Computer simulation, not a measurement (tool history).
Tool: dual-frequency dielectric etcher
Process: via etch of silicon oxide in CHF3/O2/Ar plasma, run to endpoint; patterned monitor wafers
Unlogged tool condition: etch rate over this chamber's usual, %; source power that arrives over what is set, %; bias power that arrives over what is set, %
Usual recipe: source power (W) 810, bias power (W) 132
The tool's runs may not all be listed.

run   hour  source power (W)  bias power (W)  wafers since the last listed run  hours since the last wet clean  hours since the last source power generator calibration  hours since the last bias power generator calibration  hours since the last upper electrode change  incoming incoming film thickness, nm  endpoint time (s)
  1      0               810             132                                 0                           353.4                                                   3869.5                                                 1743.1                                         3431                                 486.4              226.3
  2    6.9               810             132                                44                           360.3                                                   3876.4                                                   1750                                       3437.9                                 482.7              224.7
  3   24.2               720             132                               111                           377.6                                                   3893.7                                                 1767.3                                       3455.2                                   486                235
  4   52.3               720             132                               181                           405.7                                                   3921.8                                                 1795.4                                       3483.3                                   488              234.2
  5     67               810             132                                95                           420.4                                                   3936.5                                                 1810.1                                         3498                                 483.2              224.5
  6   80.2               810             132                                85                           433.6                                                   3949.7                                                 1823.3                                       3511.2                                 490.8              229.3
  7   88.7               730             108                                54                           442.1                                                   3958.2                                                 1831.8                                       3519.7                                 488.7              245.6
  8   98.3               720             112                                62                           451.7                                                   3967.8                                                 1841.4                                       3529.3                                 484.8              241.8
     126.7  -- wet clean of the chamber
  9  127.2               720             112                                31                             0.5                                                   3996.7                                                 1870.3                                       3558.2                                 486.1              241.6
 10  127.6               700             107                                 2                             0.9                                                   3997.1                                                 1870.7                                       3558.6                                 484.7                245
 11  145.8               700             107                               117                            19.1                                                   4015.3                                                 1888.9                                       3576.8                                 485.7              245.5
 12  156.1               810             132                                66                            29.4                                                   4025.6                                                 1899.2                                       3587.1                                 485.1              225.4
 13    166               810             132                                64                            39.3                                                   4035.5                                                 1909.1                                         3597                                 483.7              225.2
     193.8  -- upper electrode replaced
 14  194.3               810             149                                27                            67.6                                                   4063.8                                                 1937.4                                          0.5                                 490.4              223.1
 15  194.7               810             149                                 2                              68                                                   4064.2                                                 1937.8                                          0.9                                   485              221.2
     209.2  -- bias power generator calibrated
 16  209.7               940             101                                71                              83                                                   4079.2                                                    0.5                                         15.9                                 482.1              225.9
 17  220.1               810             121                                67                            93.4                                                   4089.6                                                   10.9                                         26.3                                   488              232.2
 18  230.4               940             101                                66                           103.7                                                   4099.9                                                   21.2                                         36.6                                 486.4              227.8
 19  243.6              1010             102                                85                           116.9                                                   4113.1                                                   34.4                                         49.8                                 485.6              223.5
 20  273.4               870             156                               192                           146.7                                                   4142.9                                                   64.2                                         79.6                                 481.1              211.8
 21  290.7               910             162                               111                             164                                                   4160.2                                                   81.5                                         96.9                                 484.6              209.5
 22  299.4               810             132                                56                           172.7                                                   4168.9                                                   90.2                                        105.6                                 484.4              228.3
     307.5  -- source power generator calibrated
 23  316.9               670             162                                87                           190.2                                                      9.4                                                  107.7                                        123.1                                 483.7              226.5
 24  324.6              1000             152                                49                           197.9                                                     17.1                                                  115.4                                        130.8                                 481.7                206
 25  334.4               940             102                                63                           207.7                                                     26.9                                                  125.2                                        140.6                                 487.5              228.3
 26  341.2               690             106                                43                           214.5                                                     33.7                                                    132                                        147.4                                 487.5              250.4
 27  348.9               810             132                                49                           222.2                                                     41.4                                                  139.7                                        155.1                                   485              227.2
 28  364.6               670             132                               101                           237.9                                                     57.1                                                  155.4                                        170.8                                 490.5              243.1
 29  373.4               750             145                                56                           246.7                                                     65.9                                                  164.2                                        179.6                                 489.5              228.8
 30  384.7               870             154                                73                             258                                                     77.2                                                  175.5                                        190.9                                   484              213.6
 31  400.9               810             132                               104                           274.2                                                     93.4                                                  191.7                                        207.1                                 484.2              225.3

3 ways to go on from here, each from the tool as it stands after run 31. What would each give?
  A  401.4               870             132                                 3                           274.7                                                     93.9                                                  192.2                                        207.6                                 488.9                  ?
  B  401.4               810             155                                 3                           274.7                                                     93.9                                                  192.2                                        207.6                                 488.9                  ?
  C  401.4               710             102                                 3                           274.7                                                     93.9                                                  192.2                                        207.6                                 488.9                  ?

run  endpoint time (s)
  A                224
  B              220.8
  C              249.9
With the hidden condition removed and each run's random variation left untouched, the same runs would have given:
run  endpoint time (s)
  A                224
  B              220.8
  C              249.9
